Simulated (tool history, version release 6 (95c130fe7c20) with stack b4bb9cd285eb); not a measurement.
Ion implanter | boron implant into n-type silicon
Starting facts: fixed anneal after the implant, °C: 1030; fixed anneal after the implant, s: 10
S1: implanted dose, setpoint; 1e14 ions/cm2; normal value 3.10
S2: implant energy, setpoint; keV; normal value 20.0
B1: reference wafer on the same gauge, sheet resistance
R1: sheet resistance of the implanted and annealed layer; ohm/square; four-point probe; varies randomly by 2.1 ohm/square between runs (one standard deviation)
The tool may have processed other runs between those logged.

| run | hour | S1 | S2 | B1 | R1 |
|---|---|---|---|---|---|
| 1 | 0.0 | 3.10 | 20.0 | 399.99 | 350.02 |
| 2 | 49.4 | 3.10 | 25.0 | 399.85 | 341.07 |
| 3 | 107.1 | 3.10 | 25.0 | 400.22 | 342.45 |
| 4 | 155.1 | 3.10 | 20.0 | 400.89 | 346.07 |
|  | 289.6 | extraction supply calibrated |
| 5 | 365.5 | 3.10 | 20.0 | 399.81 | 347.77 |
|  | 399.3 | Faraday cup replaced and dose calibrated |
| 6 | 421.8 | 3.10 | 20.0 | 400.41 | 347.07 |
| 7 | 487.6 | 3.10 | 20.0 | 400.52 | 347.37 |
|  | 487.9 | gauge calibrated |
| 8 | 555.4 | 2.47 | 22.0 | 400.82 | 414.05 |
| 9 | 600.4 | 3.10 | 20.0 | 399.90 | 348.14 |
| 10 | 627.8 | 3.10 | 16.0 | 399.76 | 359.72 |
| 11 | 683.5 | 3.10 | 20.0 | 400.48 | 351.21 |
| 12 | 712.3 | 3.10 | 17.5 | 399.46 | 356.00 |
| 13 | 762.4 | 3.10 | 25.5 | 399.34 | 341.01 |
| 14 | 822.2 | 3.34 | 24.5 | 400.56 | 318.36 |

3 options for the next run, each taken on its own from the tool as it stands now. Forecast them:
| A | 822.6 | 3.96 | 20.0 | ? | ? |
| B | 822.6 | 3.10 | 22.0 | ? | ? |
| C | 822.6 | 3.73 | 20.0 | ? | ? |

| run | B1 | R1 |
|---|---|---|
| A | 399.87 | 285.37 |
| B | 399.87 | 343.95 |
| C | 399.87 | 299.45 |
Without the tool's hidden state the same runs would have given:
| run | R1 |
|---|---|
| A | 285.37 |
| B | 343.95 |
| C | 299.45 |
